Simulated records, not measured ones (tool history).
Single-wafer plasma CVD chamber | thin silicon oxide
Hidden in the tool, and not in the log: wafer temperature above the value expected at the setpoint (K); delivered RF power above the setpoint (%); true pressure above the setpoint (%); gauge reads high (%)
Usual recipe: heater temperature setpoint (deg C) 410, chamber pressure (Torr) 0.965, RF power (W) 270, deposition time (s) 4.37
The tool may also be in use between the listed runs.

| run | hour | heater temperature setpoint (deg C) | chamber pressure (Torr) | RF power (W) | deposition time (s) | wafers since the last listed run | hours since the last thermocouple change | hours since the last RF generator calibration | hours since the last manometer calibration | hours since the showerhead was replaced | hours since the gauge calibration | read-back reference wafer on the same gauge, thickness_nm | mean film thickness on the monitor wafer (angstrom) |
|---|---|---|---|---|---|---|---|---|---|---|---|---|---|
| 1 | 0 | 407 | 1.096 | 270 | 4.37 | 0 | 1089.6 | 627.9 | 1705.8 | 4077.7 | 114 | 8.614 | 102.3 |
| 2 | 32.4 | 410 | 0.965 | 270 | 4.37 | 1213 | 1122 | 660.3 | 1738.2 | 4110.1 | 146.4 | 8.608 | 92.46 |
| 3 | 78.8 | 410 | 0.965 | 270 | 4.37 | 1738 | 1168.4 | 706.7 | 1784.6 | 4156.5 | 192.8 | 8.62 | 91.99 |
| 4 | 91.4 | 410 | 0.965 | 270 | 4.37 | 471 | 1181 | 719.3 | 1797.2 | 4169.1 | 205.4 | 8.611 | 92.42 |
| 5 | 106.9 | 406 | 0.965 | 270 | 4.37 | 580 | 1196.5 | 734.8 | 1812.7 | 4184.6 | 220.9 | 8.613 | 92.23 |
|  | 129.7 | capacitance manometer re-zeroed and calibrated |
| 6 | 137.2 | 406 | 0.965 | 270 | 4.37 | 835 | 1226.8 | 765.1 | 7.5 | 4214.9 | 251.2 | 8.617 | 92.02 |
| 7 | 153 | 406 | 0.965 | 270 | 4.37 | 591 | 1242.6 | 780.9 | 23.3 | 4230.7 | 267 | 8.615 | 92.71 |
|  | 177.5 | thermocouple changed; heater temperature recalibrated |
|  | 182.1 | showerhead replaced |
|  | 183 | RF generator calibrated |
| 8 | 186.6 | 410 | 1.202 | 270 | 4.37 | 750 | 9.1 | 3.6 | 56.9 | 4.5 | 300.6 | 8.608 | 109.54 |
| 9 | 222.4 | 404 | 1.099 | 240 | 3.51 | 1341 | 44.9 | 39.4 | 92.7 | 40.3 | 336.4 | 8.607 | 80.49 |
|  | 227.4 | gauge calibrated |
| 10 | 250.1 | 419 | 0.965 | 300 | 4.37 | 1037 | 72.6 | 67.1 | 120.4 | 68 | 22.7 | 8.607 | 95.63 |
| 11 | 270 | 410 | 0.965 | 270 | 4.37 | 745 | 92.5 | 87 | 140.3 | 87.9 | 42.6 | 8.616 | 93.36 |
| 12 | 283.4 | 395 | 1.165 | 270 | 4.37 | 501 | 105.9 | 100.4 | 153.7 | 101.3 | 56 | 8.613 | 108.6 |
| 13 | 303.4 | 401 | 0.809 | 270 | 4.37 | 749 | 125.9 | 120.4 | 173.7 | 121.3 | 76 | 8.617 | 79.25 |
| 14 | 332.4 | 398 | 0.965 | 320 | 4.37 | 1086 | 154.9 | 149.4 | 202.7 | 150.3 | 105 | 8.612 | 99.23 |
| 15 | 359.7 | 419 | 0.965 | 270 | 4.37 | 1022 | 182.2 | 176.7 | 230 | 177.6 | 132.3 | 8.613 | 92.93 |

Here are 4 independent what-if runs from the current tool condition. What would each one return?
| A | 360.1 | 410 | 0.965 | 270 | 4.37 | 14 | 182.6 | 177.1 | 230.4 | 178 | 132.7 | ? | ? |
| B | 360.1 | 402 | 0.873 | 270 | 4.75 | 14 | 182.6 | 177.1 | 230.4 | 178 | 132.7 | ? | ? |
| C | 360.1 | 410 | 1.026 | 270 | 4.71 | 14 | 182.6 | 177.1 | 230.4 | 178 | 132.7 | ? | ? |
| D | 360.1 | 402 | 0.965 | 255 | 4.37 | 14 | 182.6 | 177.1 | 230.4 | 178 | 132.7 | ? | ? |

| run | read-back reference wafer on the same gauge, thickness_nm | mean film thickness on the monitor wafer (angstrom) |
|---|---|---|
| A | 8.613 | 93.32 |
| B | 8.613 | 92.74 |
| C | 8.613 | 105.45 |
| D | 8.613 | 92.33 |
Take away the tool's hidden state, keep each run's random variation, and the runs would have read:
| run | mean film thickness on the monitor wafer (angstrom) |
|---|---|
| A | 93.5 |
| B | 92.92 |
| C | 105.65 |
| D | 92.5 |
